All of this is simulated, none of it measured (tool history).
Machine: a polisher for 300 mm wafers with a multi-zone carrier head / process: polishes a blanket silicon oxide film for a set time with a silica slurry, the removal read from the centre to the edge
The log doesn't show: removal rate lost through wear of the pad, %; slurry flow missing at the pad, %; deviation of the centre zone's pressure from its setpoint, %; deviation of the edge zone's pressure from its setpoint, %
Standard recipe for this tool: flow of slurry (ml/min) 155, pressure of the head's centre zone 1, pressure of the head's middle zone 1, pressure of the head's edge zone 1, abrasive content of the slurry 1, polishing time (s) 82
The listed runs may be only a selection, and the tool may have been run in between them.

run,day,flow of slurry (ml/min),pressure of the head's centre zone,pressure of the head's middle zone,pressure of the head's edge zone,abrasive content of the slurry,polishing time (s),wafers since the last listed run,wafers polished on this pad,hours since the slurry nozzle was cleaned,hours since the centre zone pressure was calibrated,hours since the edge zone pressure was calibrated,hours since the carrier head's membrane was replaced,"incoming thickness of the incoming film, nm",film removed at the wafer's centre (angstrom),film removed at mid-radius (angstrom),film removed at the wafer's edge (angstrom)
1,0,155,1,1,1,1,82,0,627,513.6,207.8,341.7,1152.3,978.5,3137,3093,3009
2,1.058,155,1,1,1,1,82,352,980,539,233.2,367.1,1177.7,979.5,3116,3065,2946
3,1.567,155,1,1,1.08,1,82,169,1149,551.2,245.4,379.3,1189.9,972.7,3104,3078,3142
4,2.296,110,1,1,0.91,1,82,242,1392,568.7,262.9,396.8,1207.4,966.7,2890,2878,2728
# day 2.896: worn pad replaced by a new one
5,3.258,155,1,1,1,1,82,264,120,591.8,286,419.9,1230.5,971,3106,3057,2997
6,4.112,155,1,1,1,1,82,284,404,612.3,306.5,440.4,1251,964.2,3116,3110,3022
7,5.05,155,1,1,1,1,82,312,716,634.8,329,462.9,1273.5,989.7,3128,3025,3010
8,5.621,155,1,1,1,1,82,190,907,648.5,342.7,476.6,1287.2,962.3,3110,3048,3002
# day 6.462: slurry nozzle cleaned
9,6.483,110,0.92,0.9,1.07,1,82,273,1180,0.5,363.4,497.3,1307.9,974.5,2703,2629,3035
10,7.1,205,1,1,1,0.8,55,205,1385,15.3,378.2,512.1,1322.7,970.3,1926,1895,1829
# day 7.367: worn pad replaced by a new one
11,8.242,155,0.91,1,1,1.15,82,324,291,42.7,405.6,539.5,1350.1,964.1,3011,3319,3114
12,9.362,155,1,1,1,1,82,373,664,69.6,432.5,566.4,1377,960.3,3096,3113,2951
# day 10.233: centre zone pressure recalibrated
13,10.496,155,1,1,1.08,1,82,349,1013,96.8,6.3,593.6,1404.2,976,3110,3109,3198
14,11.196,155,1,1.08,1,1,82,233,1246,113.6,23.1,610.4,1421,971.3,3084,3284,2927
# day 11.608: worn pad replaced by a new one
# day 11.754: edge zone pressure recalibrated
# day 11.962: carrier head's membrane replaced by a new one
15,12.367,155,0.89,1,1,1.15,82,237,155,141.7,51.2,14.7,9.7,984.3,2974,3253,3158
16,13.183,155,1,1,1,1,82,271,427,161.3,70.8,34.3,29.3,976.6,3058,3110,3081
17,14.258,155,0.95,1,1.03,1,82,357,785,187.1,96.6,60.1,55.1,959.9,2930,3106,3090
18,15.542,130,1.06,1,1,1.3,82,427,1212,217.9,127.4,90.9,85.9,976.9,3605,3349,3248
# day 16.167: worn pad replaced by a new one
19,16.196,115,0.92,1,1.09,1,108,162,9,233.6,143.1,106.6,101.6,962.6,3591,3886,4003
20,17.079,125,1,1.09,1,1,82,294,303,254.8,164.3,127.8,122.8,953.4,2974,3195,2916

List, for all runs, the conditions of the tool that the log does not record:
removal rate lost through wear of the pad, %: 0 on each run
slurry flow missing at the pad, %: 0 on each run
deviation of the centre zone's pressure from its setpoint, %: 0 on each run
deviation of the edge zone's pressure from its setpoint, %: 0 on each run
